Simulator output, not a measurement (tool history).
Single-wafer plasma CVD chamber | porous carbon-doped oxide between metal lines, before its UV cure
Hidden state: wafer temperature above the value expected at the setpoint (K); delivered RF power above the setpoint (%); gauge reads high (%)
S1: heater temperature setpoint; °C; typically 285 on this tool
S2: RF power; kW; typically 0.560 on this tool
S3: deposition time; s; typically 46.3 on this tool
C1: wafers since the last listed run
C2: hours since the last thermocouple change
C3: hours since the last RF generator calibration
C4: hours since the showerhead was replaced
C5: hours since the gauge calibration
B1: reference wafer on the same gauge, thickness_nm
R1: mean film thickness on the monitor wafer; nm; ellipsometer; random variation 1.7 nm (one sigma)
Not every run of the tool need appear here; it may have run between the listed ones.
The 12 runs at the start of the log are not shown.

| run | hour | S1 | S2 | S3 | C1 | C2 | C3 | C4 | C5 | B1 | R1 |
|---|---|---|---|---|---|---|---|---|---|---|---|
| 13 | 876.8 | 294 | 0.560 | 46.3 | 1863 | 1874.3 | 112.6 | 5170.2 | 3821.6 | 262.164 | 312.933 |
|  | 949.5 | showerhead replaced |
| 14 | 974.2 | 285 | 0.530 | 46.3 | 1614 | 1971.7 | 210.0 | 24.7 | 3919.0 | 262.067 | 312.639 |
| 15 | 1011.4 | 271 | 0.635 | 37.7 | 671 | 2008.9 | 247.2 | 61.9 | 3956.2 | 262.220 | 333.266 |
| 16 | 1076.3 | 285 | 0.560 | 46.3 | 1171 | 2073.8 | 312.1 | 126.8 | 4021.1 | 261.642 | 331.354 |
|  | 1115.1 | thermocouple changed; heater temperature recalibrated |
|  | 1133.4 | gauge calibrated |
| 17 | 1143.6 | 285 | 0.560 | 46.3 | 1070 | 28.5 | 379.4 | 194.1 | 10.2 | 262.395 | 322.571 |
| 18 | 1319.4 | 291 | 0.560 | 48.9 | 3174 | 204.3 | 555.2 | 369.9 | 186.0 | 262.163 | 334.913 |
| 19 | 1395.4 | 285 | 0.560 | 46.3 | 1372 | 280.3 | 631.2 | 445.9 | 262.0 | 262.248 | 324.436 |
| 20 | 1481.4 | 295 | 0.525 | 54.6 | 1552 | 366.3 | 717.2 | 531.9 | 348.0 | 262.150 | 342.404 |
| 21 | 1541.5 | 298 | 0.560 | 49.2 | 1085 | 426.4 | 777.3 | 592.0 | 408.1 | 262.276 | 321.901 |
| 22 | 1579.3 | 280 | 0.615 | 41.8 | 682 | 464.2 | 815.1 | 629.8 | 445.9 | 262.278 | 333.701 |
| 23 | 1642.0 | 300 | 0.670 | 46.3 | 1132 | 526.9 | 877.8 | 692.5 | 508.6 | 262.316 | 356.184 |
| 24 | 1680.3 | 285 | 0.560 | 46.3 | 691 | 565.2 | 916.1 | 730.8 | 546.9 | 262.122 | 329.718 |
| 25 | 1742.3 | 295 | 0.610 | 40.9 | 1119 | 627.2 | 978.1 | 792.8 | 608.9 | 262.282 | 295.668 |
| 26 | 1799.6 | 295 | 0.645 | 46.3 | 1034 | 684.5 | 1035.4 | 850.1 | 666.2 | 261.729 | 353.466 |
| 27 | 1853.4 | 297 | 0.625 | 40.4 | 971 | 738.3 | 1089.2 | 903.9 | 720.0 | 262.573 | 296.773 |
| 28 | 1908.2 | 292 | 0.625 | 40.2 | 989 | 793.1 | 1144.0 | 958.7 | 774.8 | 262.373 | 306.400 |
| 29 | 1950.1 | 292 | 0.625 | 43.4 | 756 | 835.0 | 1185.9 | 1000.6 | 816.7 | 261.158 | 327.246 |
| 30 | 1990.8 | 285 | 0.560 | 46.3 | 734 | 875.7 | 1226.6 | 1041.3 | 857.4 | 262.074 | 328.038 |
| 31 | 2067.2 | 295 | 0.560 | 46.3 | 1379 | 952.1 | 1303.0 | 1117.7 | 933.8 | 261.785 | 311.297 |
| 32 | 2150.0 | 274 | 0.640 | 46.3 | 1494 | 1034.9 | 1385.8 | 1200.5 | 1016.6 | 262.267 | 402.267 |
| 33 | 2237.7 | 298 | 0.560 | 46.3 | 1583 | 1122.6 | 1473.5 | 1288.2 | 1104.3 | 261.620 | 307.785 |

What will run 34 give?
| 34 | 2323.4 | 292 | 0.450 | 43.4 | 1547 | 1208.3 | 1559.2 | 1373.9 | 1190.0 | ? | ? |

B1: 262.334
R1: 233.107 nm
Were there no unlogged condition in the tool, this run, its random variation unchanged, would have produced R1 225.492 nm.

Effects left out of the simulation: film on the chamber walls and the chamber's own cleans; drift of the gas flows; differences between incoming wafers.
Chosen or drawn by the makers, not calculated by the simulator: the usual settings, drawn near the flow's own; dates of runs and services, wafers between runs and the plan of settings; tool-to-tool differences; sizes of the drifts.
